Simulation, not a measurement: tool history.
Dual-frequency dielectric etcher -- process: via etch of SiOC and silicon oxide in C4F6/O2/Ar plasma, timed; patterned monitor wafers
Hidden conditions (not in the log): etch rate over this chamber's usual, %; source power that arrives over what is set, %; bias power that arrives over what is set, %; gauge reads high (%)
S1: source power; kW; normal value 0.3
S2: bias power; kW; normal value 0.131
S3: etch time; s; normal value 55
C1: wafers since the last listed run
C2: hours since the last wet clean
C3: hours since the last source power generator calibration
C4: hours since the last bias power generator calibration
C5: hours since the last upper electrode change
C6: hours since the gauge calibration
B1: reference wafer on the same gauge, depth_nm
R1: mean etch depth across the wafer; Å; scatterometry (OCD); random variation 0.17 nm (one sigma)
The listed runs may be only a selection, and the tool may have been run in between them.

run,hour,S1,S2,S3,C1,C2,C3,C4,C5,C6,B1,R1
1,0,0.3,0.131,55,0,646,2392.8,1366.6,2825.7,1822.2,62.2,553
# hour 44: wet clean of the chamber
# hour 45.5: bias power generator calibrated
2,106.4,0.3,0.122,55,1130,62.4,2499.2,60.9,2932.1,1928.6,62.2,543
3,214.2,0.3,0.122,55,1504,170.2,2607,168.7,3039.9,2036.4,62.2,542
4,275.6,0.3,0.122,55,856,231.6,2668.4,230.1,3101.3,2097.8,62.2,542
5,372.5,0.3,0.131,55,1352,328.5,2765.3,327,3198.2,2194.7,62.1,555
6,449.7,0.3,0.131,55,1077,405.7,2842.5,404.2,3275.4,2271.9,62.1,556
7,499.6,0.3,0.141,55,696,455.6,2892.4,454.1,3325.3,2321.8,62.2,569
8,589.3,0.3,0.141,55,1251,545.3,2982.1,543.8,3415,2411.5,62.2,571
# hour 622.7: gauge calibrated
# hour 649.5: wet clean of the chamber
9,650,0.3,0.141,55,512,0.5,3042.8,604.5,3475.7,27.3,62.3,574
10,681.1,0.3,0.131,55,434,31.6,3073.9,635.6,3506.8,58.4,62.3,562
11,755.8,0.3,0.131,55,1042,106.3,3148.6,710.3,3581.5,133.1,62.1,561
12,808.8,0.3,0.131,55,739,159.3,3201.6,763.3,3634.5,186.1,62.2,558
13,858.8,0.34,0.153,50,697,209.3,3251.6,813.3,3684.5,236.1,62.2,564
14,905.6,0.3,0.131,55,653,256.1,3298.4,860.1,3731.3,282.9,62.2,557
15,942.3,0.35,0.16,55,512,292.8,3335.1,896.8,3768,319.6,62.2,636
16,984.6,0.3,0.131,55,590,335.1,3377.4,939.1,3810.3,361.9,62.1,555
17,1035.7,0.28,0.164,47,713,386.2,3428.5,990.2,3861.4,413,62.2,506
18,1112.6,0.3,0.138,55,1073,463.1,3505.4,1067.1,3938.3,489.9,62.2,563
19,1196.6,0.3,0.142,55,1172,547.1,3589.4,1151.1,4022.3,573.9,62.1,573
20,1244,0.26,0.131,55,661,594.5,3636.8,1198.5,4069.7,621.3,62.2,522
# hour 1328.6: wet clean of the chamber
21,1421,0.3,0.101,69,2135,92.4,3813.8,1375.5,4246.7,798.3,62.2,637
22,1511.4,0.24,0.1,68.5,1261,182.8,3904.2,1465.9,4337.1,888.7,62.2,572
# hour 1566.1: upper electrode replaced
# hour 1607.8: source power generator calibrated
23,1609.9,0.24,0.104,66,983,281.3,2.1,1564.4,43.8,987.2,62.2,565
# hour 1740.9: bias power generator calibrated
24,1760.6,0.33,0.131,55,2047,432,152.8,19.7,194.5,1137.9,62.2,576
25,1817.1,0.3,0.131,55,788,488.5,209.3,76.2,251,1194.4,62.2,554
# hour 1928.5: wet clean of the chamber
26,1929,0.28,0.162,45.5,1226,0.5,321.2,188.1,362.9,1306.3,62.2,490
27,2205.6,0.3,0.131,55,3860,277.1,597.8,464.7,639.5,1582.9,62.2,557
28,2312.6,0.3,0.131,55,1493,384.1,704.8,571.7,746.5,1689.9,62.1,553
29,2413.7,0.28,0.141,55,1411,485.2,805.9,672.8,847.6,1791,62.3,552
# hour 2516.9: wet clean of the chamber
30,2517.4,0.3,0.153,55,1112,0.5,909.6,776.5,951.3,1894.7,62.2,596

Table of differences, measured result less the result of that run with no hidden state. Run-to-run variation is the same in both. Gauge scatter possibly is not:
run,R1
1,-8
2,-2
3,-4
4,-4
5,-6
6,-6
7,-7
8,-8
9,+0
10,-1
11,-2
12,-2
13,-3
14,-4
15,-4
16,-5
17,-4
18,-6
19,-8
20,-7
21,-1
22,-2
23,-3
24,-5
25,-6
26,-1
27,-4
28,-6
29,-7
30,+0
